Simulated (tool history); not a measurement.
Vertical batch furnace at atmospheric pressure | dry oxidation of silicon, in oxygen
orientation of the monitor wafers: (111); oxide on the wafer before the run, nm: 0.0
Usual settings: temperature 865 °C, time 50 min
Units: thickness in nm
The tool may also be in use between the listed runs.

run,hour,temperature,time,wafers since the last listed run,hours since the last temperature calibration,hours since the boat lift was adjusted,hours since the gauge calibration,"read-back reference wafer on the same gauge, thickness",thickness
1,0,856,50,0,4686.3,5108.1,125.8,16.9,14.19
2,17.5,856,50,302,4703.8,5125.6,143.3,16.9,14.22
3,42.9,846,50,439,4729.2,5151,168.7,16.9,12.61
# hour 96.3: gauge calibrated
4,98.8,846,50,966,4785.1,5206.9,2.5,16.9,12.62
5,115.9,846,50,295,4802.2,5224,19.6,16.9,12.66
6,123,858,66.5,122,4809.3,5231.1,26.7,16.91,17.86
7,174.6,865,50,892,4860.9,5282.7,78.3,16.9,15.78
8,184.2,865,50,166,4870.5,5292.3,87.9,16.9,15.73
# hour 211.8: boat lift adjusted
9,212.3,865,50,70,4898.6,0.5,116,16.9,15.77
10,217.1,865,50,83,4903.4,5.3,120.8,16.91,15.74
11,232.4,880,50,264,4918.7,20.6,136.1,16.9,18.61
12,243.5,865,50,191,4929.8,31.7,147.2,16.9,15.73
# hour 279.1: thermocouples replaced and temperature profile calibrated
13,279.6,846,50,209,0.5,67.8,183.3,16.9,12.62
14,284.4,865,50,83,5.3,72.6,188.1,16.9,15.76
15,292.9,857,69.5,147,13.8,81.1,196.6,16.9,18.22
# hour 295.8: gauge calibrated
16,304.3,884,69,197,25.2,92.5,8.5,16.9,24.31
17,332.8,865,50,492,53.7,121,37,16.9,15.8
18,344.9,881,50,209,65.8,133.1,49.1,16.91,18.83
19,352.3,853,59.5,127,73.2,140.5,56.5,16.9,15.55
20,365.1,865,40.5,221,86,153.3,69.3,16.89,13.56
21,372.6,843,36,129,93.5,160.8,76.8,16.89,9.57

Forecast each of these 5 alternatives for the next run:
A,377.5,878,50,84,98.4,165.7,81.7,?,?
B,377.5,865,35.5,84,98.4,165.7,81.7,?,?
C,377.5,858,64.5,84,98.4,165.7,81.7,?,?
D,377.5,883,63.5,84,98.4,165.7,81.7,?,?
E,377.5,877,64,84,98.4,165.7,81.7,?,?

run,"read-back reference wafer on the same gauge, thickness",thickness
A,16.9,18.24
B,16.9,12.34
C,16.9,17.5
D,16.9,22.75
E,16.9,21.46
Without the tool's hidden state the same runs would have given:
run,thickness
A,18.24
B,12.34
C,17.5
D,22.75
E,21.46
